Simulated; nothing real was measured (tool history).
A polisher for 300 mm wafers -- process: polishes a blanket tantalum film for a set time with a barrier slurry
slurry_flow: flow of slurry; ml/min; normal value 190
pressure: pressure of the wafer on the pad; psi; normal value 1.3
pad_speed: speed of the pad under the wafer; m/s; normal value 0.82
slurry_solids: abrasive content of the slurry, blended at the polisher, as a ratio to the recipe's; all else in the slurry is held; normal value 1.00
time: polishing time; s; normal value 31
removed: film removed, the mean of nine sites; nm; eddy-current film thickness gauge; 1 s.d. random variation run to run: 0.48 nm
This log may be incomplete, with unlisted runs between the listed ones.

| run | day | slurry_flow | pressure | pad_speed | slurry_solids | time | wafers since the last listed run | wafers polished on this pad | hours since the slurry nozzle was cleaned | hours since the head pressure was calibrated | hours since the slurry blender was calibrated | incoming thickness of the incoming film, nm | removed |
|---|---|---|---|---|---|---|---|---|---|---|---|---|---|
| 1 | 0.000 | 160 | 1.3 | 0.82 | 1.00 | 23 | 0 | 493 | 594.0 | 622.8 | 167.9 | 385.7 | 22.7 |
| 2 | 0.979 | 190 | 1.3 | 0.90 | 1.00 | 31 | 247 | 740 | 617.5 | 646.3 | 191.4 | 390.0 | 33.3 |
| 3 | 2.279 | 190 | 1.3 | 0.90 | 1.00 | 31 | 327 | 1068 | 648.7 | 677.5 | 222.6 | 393.9 | 33.1 |
|  | 2.854 | worn pad replaced by a new one |
| 4 | 3.417 | 190 | 1.3 | 0.90 | 1.00 | 31 | 244 | 142 | 676.0 | 704.8 | 249.9 | 390.8 | 32.5 |
| 5 | 4.567 | 190 | 1.3 | 0.82 | 1.00 | 31 | 290 | 432 | 703.6 | 732.4 | 277.5 | 385.0 | 30.1 |
| 6 | 5.946 | 190 | 1.3 | 0.82 | 1.00 | 31 | 347 | 780 | 736.7 | 765.5 | 310.6 | 395.8 | 30.3 |
|  | 6.192 | slurry nozzle cleaned |
| 7 | 7.096 | 190 | 1.3 | 0.82 | 1.00 | 31 | 279 | 1059 | 21.7 | 793.1 | 338.2 | 390.6 | 29.0 |
|  | 8.246 | slurry blender recalibrated |
| 8 | 8.267 | 190 | 1.5 | 0.82 | 1.20 | 31 | 274 | 1334 | 49.8 | 821.2 | 0.5 | 386.4 | 39.2 |
|  | 8.462 | worn pad replaced by a new one |
| 9 | 9.471 | 190 | 1.3 | 0.82 | 1.00 | 31 | 261 | 254 | 78.7 | 850.1 | 29.4 | 387.6 | 33.0 |
| 10 | 10.238 | 190 | 0.9 | 0.58 | 1.00 | 31 | 193 | 448 | 97.1 | 868.5 | 47.8 | 386.5 | 16.8 |
| 11 | 10.808 | 190 | 1.3 | 0.74 | 1.00 | 31 | 143 | 592 | 110.8 | 882.2 | 61.5 | 386.0 | 29.6 |
| 12 | 11.317 | 190 | 1.7 | 0.82 | 1.20 | 22 | 128 | 720 | 123.0 | 894.4 | 73.7 | 387.5 | 31.5 |
| 13 | 12.229 | 190 | 1.0 | 0.92 | 1.00 | 31 | 230 | 950 | 144.9 | 916.3 | 95.6 | 394.0 | 27.5 |
| 14 | 12.754 | 190 | 1.3 | 0.90 | 1.00 | 31 | 132 | 1083 | 157.5 | 928.9 | 108.2 | 389.0 | 34.6 |
|  | 12.879 | head pressure recalibrated |
| 15 | 13.438 | 190 | 1.7 | 0.70 | 1.00 | 39 | 151 | 1234 | 173.9 | 13.4 | 124.6 | 393.1 | 45.1 |
|  | 14.038 | worn pad replaced by a new one |
| 16 | 14.821 | 190 | 1.3 | 0.82 | 1.00 | 31 | 306 | 197 | 207.1 | 46.6 | 157.8 | 383.1 | 32.0 |
| 17 | 15.912 | 205 | 0.9 | 0.72 | 1.00 | 31 | 275 | 473 | 233.3 | 72.8 | 184.0 | 396.0 | 19.7 |
| 18 | 16.812 | 190 | 1.3 | 0.82 | 0.80 | 31 | 227 | 700 | 254.9 | 94.4 | 205.6 | 389.4 | 29.3 |

Branching from run 18: 5 alternative next runs. What would each branch give?
| A | 16.829 | 190 | 1.5 | 0.82 | 1.00 | 31 | 4 | 704 | 255.3 | 94.8 | 206.0 | 393.5 | ? |
| B | 16.829 | 190 | 1.1 | 0.82 | 1.00 | 22 | 4 | 704 | 255.3 | 94.8 | 206.0 | 393.5 | ? |
| C | 16.829 | 190 | 1.3 | 0.82 | 1.20 | 25 | 4 | 704 | 255.3 | 94.8 | 206.0 | 393.5 | ? |
| D | 16.829 | 230 | 1.3 | 1.06 | 1.00 | 31 | 4 | 704 | 255.3 | 94.8 | 206.0 | 393.5 | ? |
| E | 16.829 | 190 | 1.3 | 0.82 | 0.75 | 42 | 4 | 704 | 255.3 | 94.8 | 206.0 | 393.5 | ? |

| run | removed |
|---|---|
| A | 36.0 |
| B | 18.7 |
| C | 26.4 |
| D | 39.4 |
| E | 39.0 |
Take away the tool's hidden state, keep each run's random variation, and the runs would have read:
| run | removed |
|---|---|
| A | 38.1 |
| B | 19.8 |
| C | 27.7 |
| D | 41.7 |
| E | 41.6 |
